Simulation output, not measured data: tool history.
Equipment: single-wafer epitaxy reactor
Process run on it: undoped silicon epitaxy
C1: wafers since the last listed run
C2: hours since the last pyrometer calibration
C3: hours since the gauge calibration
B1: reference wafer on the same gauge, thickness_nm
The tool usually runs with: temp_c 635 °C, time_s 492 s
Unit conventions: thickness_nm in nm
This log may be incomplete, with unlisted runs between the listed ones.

run 1 hour=0 | temp_c=635 time_s=492 | C1=0 C2=1407.5 C3=1372 | B1=61.836 | thickness_nm=59.571
run 2 hour=304.8 | temp_c=635 time_s=459 | C1=1326 C2=1712.3 C3=1676.8 | B1=61.735 | thickness_nm=55.16
run 3 hour=341.3 | temp_c=635 time_s=492 | C1=158 C2=1748.8 C3=1713.3 | B1=61.977 | thickness_nm=59.617
run 4 hour=384.2 | temp_c=635 time_s=492 | C1=186 C2=1791.7 C3=1756.2 | B1=61.862 | thickness_nm=59.741
run 5 hour=437.3 | temp_c=635 time_s=492 | C1=231 C2=1844.8 C3=1809.3 | B1=61.918 | thickness_nm=59.546
run 6 hour=543.6 | temp_c=635 time_s=537 | C1=462 C2=1951.1 C3=1915.6 | B1=61.795 | thickness_nm=65.27
run 7 hour=601.5 | temp_c=635 time_s=537 | C1=251 C2=2009 C3=1973.5 | B1=61.876 | thickness_nm=64.921
run 8 hour=671.2 | temp_c=635 time_s=537 | C1=303 C2=2078.7 C3=2043.2 | B1=61.77 | thickness_nm=65.113
run 9 hour=893.3 | temp_c=635 time_s=532 | C1=966 C2=2300.8 C3=2265.3 | B1=61.949 | thickness_nm=63.7
run 10 hour=969.7 | temp_c=635 time_s=532 | C1=332 C2=2377.2 C3=2341.7 | B1=61.716 | thickness_nm=63.387
run 11 hour=1056.6 | temp_c=635 time_s=532 | C1=378 C2=2464.1 C3=2428.6 | B1=61.809 | thickness_nm=64.218
run 12 hour=1095.6 | temp_c=635 time_s=492 | C1=169 C2=2503.1 C3=2467.6 | B1=61.87 | thickness_nm=59.099
run 13 hour=1138 | temp_c=646 time_s=422 | C1=184 C2=2545.5 C3=2510 | B1=61.793 | thickness_nm=62.97
run 14 hour=1204 | temp_c=635 time_s=400 | C1=287 C2=2611.5 C3=2576 | B1=61.742 | thickness_nm=47.59
run 15 hour=1252.1 | temp_c=647 time_s=419 | C1=209 C2=2659.6 C3=2624.1 | B1=61.874 | thickness_nm=64.233
-- hour=1437 gauge calibrated
run 16 hour=1501.9 | temp_c=625 time_s=576 | C1=1086 C2=2909.4 C3=64.9 | B1=61.841 | thickness_nm=55.323
run 17 hour=1749.7 | temp_c=649 time_s=443 | C1=1078 C2=3157.2 C3=312.7 | B1=61.944 | thickness_nm=70.311
-- hour=1796.1 pyrometer calibrated
run 18 hour=1835.9 | temp_c=635 time_s=394 | C1=340 C2=39.8 C3=398.9 | B1=61.83 | thickness_nm=48.506
run 19 hour=1938.7 | temp_c=635 time_s=492 | C1=447 C2=142.6 C3=501.7 | B1=61.819 | thickness_nm=60.163
run 20 hour=2023 | temp_c=646 time_s=422 | C1=366 C2=226.9 C3=586 | B1=61.943 | thickness_nm=64.974
run 21 hour=2114.5 | temp_c=635 time_s=452 | C1=398 C2=318.4 C3=677.5 | B1=61.806 | thickness_nm=56.388
run 22 hour=2209.1 | temp_c=635 time_s=492 | C1=411 C2=413 C3=772.1 | B1=61.875 | thickness_nm=60.645
run 23 hour=2307.8 | temp_c=628 time_s=411 | C1=429 C2=511.7 C3=870.8 | B1=61.827 | thickness_nm=43.152
run 24 hour=2366.2 | temp_c=635 time_s=402 | C1=254 C2=570.1 C3=929.2 | B1=61.759 | thickness_nm=48.942

Give the tool's hidden conditions for every run:
gauge reads high (%): 0, the same for each run
H1: wafer temperature above the value expected at the setpoint (K)
run=1 H1=-1.12
run=2 H1=-1.37
run=3 H1=-1.4
run=4 H1=-1.44
run=5 H1=-1.48
run=6 H1=-1.57
run=7 H1=-1.62
run=8 H1=-1.67
run=9 H1=-1.86
run=10 H1=-1.92
run=11 H1=-1.99
run=12 H1=-2.02
run=13 H1=-2.06
run=14 H1=-2.11
run=15 H1=-2.15
run=16 H1=-2.36
run=17 H1=-2.56
run=18 H1=-0.41
run=19 H1=-0.495
run=20 H1=-0.564
run=21 H1=-0.64
run=22 H1=-0.718
run=23 H1=-0.799
run=24 H1=-0.847
